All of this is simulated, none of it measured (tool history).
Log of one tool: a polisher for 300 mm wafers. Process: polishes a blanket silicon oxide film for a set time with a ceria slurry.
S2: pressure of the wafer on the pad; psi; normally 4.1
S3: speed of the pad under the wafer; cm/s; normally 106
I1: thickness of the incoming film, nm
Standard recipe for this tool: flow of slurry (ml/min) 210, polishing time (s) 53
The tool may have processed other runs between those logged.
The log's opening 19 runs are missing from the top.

{"run": 20, "hour": 1592.3, "flow of slurry (ml/min)": 240, "S2": 4.1, "S3": 106, "polishing time (s)": 53, "I1": 1126.2, "film removed (angstrom)": 3164}
{"hour": 1702.9, "done": "worn pad replaced by a new one"}
{"hour": 1755.9, "done": "slurry nozzle cleaned"}
{"run": 21, "hour": 1874.0, "flow of slurry (ml/min)": 210, "S2": 4.1, "S3": 90, "polishing time (s)": 53, "I1": 1125.6, "film removed (angstrom)": 2723}
{"run": 22, "hour": 1919.3, "flow of slurry (ml/min)": 210, "S2": 4.1, "S3": 106, "polishing time (s)": 53, "I1": 1127.3, "film removed (angstrom)": 3160}
{"run": 23, "hour": 2023.5, "flow of slurry (ml/min)": 150, "S2": 4.8, "S3": 76, "polishing time (s)": 53, "I1": 1125.7, "film removed (angstrom)": 2556}
{"run": 24, "hour": 2093.4, "flow of slurry (ml/min)": 235, "S2": 3, "S3": 106, "polishing time (s)": 53, "I1": 1139.6, "film removed (angstrom)": 2245}
{"run": 25, "hour": 2165.8, "flow of slurry (ml/min)": 210, "S2": 3.2, "S3": 136, "polishing time (s)": 53, "I1": 1144.3, "film removed (angstrom)": 2908}
{"hour": 2204.4, "done": "head pressure recalibrated"}
{"run": 26, "hour": 2248.7, "flow of slurry (ml/min)": 210, "S2": 4.1, "S3": 106, "polishing time (s)": 53, "I1": 1143.2, "film removed (angstrom)": 3067}
{"run": 27, "hour": 2332.8, "flow of slurry (ml/min)": 250, "S2": 4.1, "S3": 94, "polishing time (s)": 53, "I1": 1130.5, "film removed (angstrom)": 2780}
{"run": 28, "hour": 2385.5, "flow of slurry (ml/min)": 210, "S2": 5.1, "S3": 122, "polishing time (s)": 37, "I1": 1125.4, "film removed (angstrom)": 2834}

Predict the results of run 29:
{"hour": 2458.6, "done": "worn pad replaced by a new one"}
{"run": 29, "hour": 2459.1, "flow of slurry (ml/min)": 250, "S2": 4.1, "S3": 94, "polishing time (s)": 53, "I1": 1154.1, "film removed (angstrom)": "?"}

{"run 29": {"film removed (angstrom)": 3019}}
Without the tool's hidden state the same run would have given film removed (angstrom) 3278.
